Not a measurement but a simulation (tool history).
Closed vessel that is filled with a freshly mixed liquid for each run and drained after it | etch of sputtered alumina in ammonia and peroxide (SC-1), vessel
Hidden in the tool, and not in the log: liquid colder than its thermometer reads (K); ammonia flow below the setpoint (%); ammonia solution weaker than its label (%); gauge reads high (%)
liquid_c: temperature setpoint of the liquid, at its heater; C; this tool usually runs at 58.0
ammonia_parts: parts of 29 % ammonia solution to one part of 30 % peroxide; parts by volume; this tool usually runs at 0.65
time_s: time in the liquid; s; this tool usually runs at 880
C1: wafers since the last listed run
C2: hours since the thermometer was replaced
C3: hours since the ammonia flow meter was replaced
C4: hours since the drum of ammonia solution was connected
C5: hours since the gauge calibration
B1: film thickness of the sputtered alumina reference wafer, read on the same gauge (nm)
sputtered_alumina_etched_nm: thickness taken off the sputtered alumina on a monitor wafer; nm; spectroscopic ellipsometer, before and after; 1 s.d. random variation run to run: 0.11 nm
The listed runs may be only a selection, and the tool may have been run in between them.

Run 1, hour 0.0: usual settings but ammonia_parts 0.85 parts by volume; C1 0; C2 1427.9; C3 908.6; C4 1113.1; C5 429.2; B1 139.99. Result: sputtered_alumina_etched_nm 54.00 nm.
Run 2, hour 13.4: usual settings; C1 920; C2 1441.3; C3 922.0; C4 1126.5; C5 442.6; B1 140.00. Result: sputtered_alumina_etched_nm 52.70 nm.
Run 3, hour 24.7: usual settings; C1 776; C2 1452.6; C3 933.3; C4 1137.8; C5 453.9; B1 140.01. Result: sputtered_alumina_etched_nm 52.81 nm.
Run 4, hour 33.6: usual settings; C1 611; C2 1461.5; C3 942.2; C4 1146.7; C5 462.8; B1 140.03. Result: sputtered_alumina_etched_nm 52.54 nm.
Run 5, hour 60.3: usual settings; C1 1834; C2 1488.2; C3 968.9; C4 1173.4; C5 489.5; B1 139.99. Result: sputtered_alumina_etched_nm 52.59 nm.
Run 6, hour 68.6: usual settings; C1 570; C2 1496.5; C3 977.2; C4 1181.7; C5 497.8; B1 140.02. Result: sputtered_alumina_etched_nm 52.58 nm.
Run 7, hour 75.1: usual settings but liquid_c 64.5 C, ammonia_parts 0.45 parts by volume; C1 446; C2 1503.0; C3 983.7; C4 1188.2; C5 504.3; B1 140.00. Result: sputtered_alumina_etched_nm 70.93 nm.
Run 8, hour 82.3: usual settings but liquid_c 64.5 C, time_s 655 s; C1 494; C2 1510.2; C3 990.9; C4 1195.4; C5 511.5; B1 140.01. Result: sputtered_alumina_etched_nm 54.48 nm.
At hour 96.1: gauge calibrated.
At hour 104.8: ammonia flow meter replaced.
At hour 122.0: thermometer replaced.
Run 9, hour 128.3: usual settings but ammonia_parts 0.90 parts by volume; C1 3023; C2 6.3; C3 23.5; C4 1241.4; C5 32.2; B1 139.96. Result: sputtered_alumina_etched_nm 57.34 nm.
Run 10, hour 136.0: usual settings but ammonia_parts 0.50 parts by volume, time_s 430 s; C1 529; C2 14.0; C3 31.2; C4 1249.1; C5 39.9; B1 140.02. Result: sputtered_alumina_etched_nm 26.41 nm.
Run 11, hour 151.4: usual settings but liquid_c 54.0 C, ammonia_parts 0.80 parts by volume, time_s 1200 s; C1 1058; C2 29.4; C3 46.6; C4 1264.5; C5 55.3; B1 139.99. Result: sputtered_alumina_etched_nm 62.41 nm.
Run 12, hour 165.7: usual settings but ammonia_parts 0.90 parts by volume; C1 982; C2 43.7; C3 60.9; C4 1278.8; C5 69.6; B1 140.01. Result: sputtered_alumina_etched_nm 57.37 nm.
Run 13, hour 177.9: usual settings but time_s 1045 s; C1 838; C2 55.9; C3 73.1; C4 1291.0; C5 81.8; B1 140.00. Result: sputtered_alumina_etched_nm 65.72 nm.
Run 14, hour 188.1: usual settings but liquid_c 51.5 C, ammonia_parts 0.75 parts by volume; C1 701; C2 66.1; C3 83.3; C4 1301.2; C5 92.0; B1 140.00. Result: sputtered_alumina_etched_nm 39.67 nm.
At hour 198.6: new drum of ammonia solution connected.
Run 15, hour 205.8: usual settings but liquid_c 48.5 C, ammonia_parts 0.40 parts by volume, time_s 480 s; C1 1147; C2 83.8; C3 101.0; C4 7.2; C5 109.7; B1 140.00. Result: sputtered_alumina_etched_nm 17.20 nm.
Run 16, hour 214.0: usual settings but liquid_c 51.5 C, ammonia_parts 0.75 parts by volume; C1 563; C2 92.0; C3 109.2; C4 15.4; C5 117.9; B1 139.99. Result: sputtered_alumina_etched_nm 39.83 nm.
Run 17, hour 221.9: usual settings but liquid_c 63.0 C; C1 542; C2 99.9; C3 117.1; C4 23.3; C5 125.8; B1 139.99. Result: sputtered_alumina_etched_nm 71.19 nm.
Run 18, hour 231.8: usual settings but liquid_c 51.5 C, ammonia_parts 0.75 parts by volume; C1 680; C2 109.8; C3 127.0; C4 33.2; C5 135.7; B1 139.99. Result: sputtered_alumina_etched_nm 39.68 nm.
Run 19, hour 242.6: usual settings but liquid_c 53.5 C, ammonia_parts 0.50 parts by volume, time_s 1065 s; C1 742; C2 120.6; C3 137.8; C4 44.0; C5 146.5; B1 140.01. Result: sputtered_alumina_etched_nm 51.30 nm.
Run 20, hour 257.4: usual settings; C1 1017; C2 135.4; C3 152.6; C4 58.8; C5 161.3; B1 139.99. Result: sputtered_alumina_etched_nm 55.01 nm.
Run 21, hour 274.0: usual settings but liquid_c 51.0 C; C1 1140; C2 152.0; C3 169.2; C4 75.4; C5 177.9; B1 139.98. Result: sputtered_alumina_etched_nm 37.97 nm.
Run 22, hour 323.4: usual settings but liquid_c 50.5 C, ammonia_parts 0.90 parts by volume, time_s 470 s; C1 3395; C2 201.4; C3 218.6; C4 124.8; C5 227.3; B1 140.01. Result: sputtered_alumina_etched_nm 20.25 nm.
Run 23, hour 333.6: usual settings; C1 701; C2 211.6; C3 228.8; C4 135.0; C5 237.5; B1 140.00. Result: sputtered_alumina_etched_nm 54.96 nm.
Run 24, hour 345.1: usual settings but liquid_c 68.0 C, ammonia_parts 0.75 parts by volume, time_s 675 s; C1 790; C2 223.1; C3 240.3; C4 146.5; C5 249.0; B1 140.01. Result: sputtered_alumina_etched_nm 70.82 nm.
Run 25, hour 357.6: usual settings but liquid_c 49.0 C, time_s 1070 s; C1 859; C2 235.6; C3 252.8; C4 159.0; C5 261.5; B1 140.00. Result: sputtered_alumina_etched_nm 41.06 nm.
Run 26, hour 365.5: usual settings but time_s 1045 s; C1 542; C2 243.5; C3 260.7; C4 166.9; C5 269.4; B1 139.98. Result: sputtered_alumina_etched_nm 64.99 nm.
Run 27, hour 381.9: usual settings; C1 1127; C2 259.9; C3 277.1; C4 183.3; C5 285.8; B1 140.01. Result: sputtered_alumina_etched_nm 54.77 nm.
Run 28, hour 397.1: usual settings but liquid_c 61.5 C, ammonia_parts 0.45 parts by volume; C1 1044; C2 275.1; C3 292.3; C4 198.5; C5 301.0; B1 139.99. Result: sputtered_alumina_etched_nm 63.47 nm.

Below are 4 alternative next runs, each starting from the tool's condition after run 28. Predict each:
Run A, hour 398.0: usual settings; C1 61; C2 276.0; C3 293.2; C4 199.4; C5 301.9; B1 ?. Result: sputtered_alumina_etched_nm ?.
Run B, hour 398.0: usual settings but liquid_c 66.5 C, ammonia_parts 0.90 parts by volume, time_s 450 s; C1 61; C2 276.0; C3 293.2; C4 199.4; C5 301.9; B1 ?. Result: sputtered_alumina_etched_nm ?.
Run C, hour 398.0: usual settings but liquid_c 52.0 C, ammonia_parts 0.75 parts by volume, time_s 1115 s; C1 61; C2 276.0; C3 293.2; C4 199.4; C5 301.9; B1 ?. Result: sputtered_alumina_etched_nm ?.
Run D, hour 398.0: usual settings but liquid_c 64.0 C; C1 61; C2 276.0; C3 293.2; C4 199.4; C5 301.9; B1 ?. Result: sputtered_alumina_etched_nm ?.

run      B1  sputtered_alumina_etched_nm
  A  140.01                        54.96
  B  140.01                        44.57
  C  140.01                        51.30
  D  140.01                        74.66
With the hidden condition removed and each run's random variation left untouched, the same runs would have given:
run  sputtered_alumina_etched_nm
  A                        55.97
  B                        45.34
  C                        52.27
  D                        75.98

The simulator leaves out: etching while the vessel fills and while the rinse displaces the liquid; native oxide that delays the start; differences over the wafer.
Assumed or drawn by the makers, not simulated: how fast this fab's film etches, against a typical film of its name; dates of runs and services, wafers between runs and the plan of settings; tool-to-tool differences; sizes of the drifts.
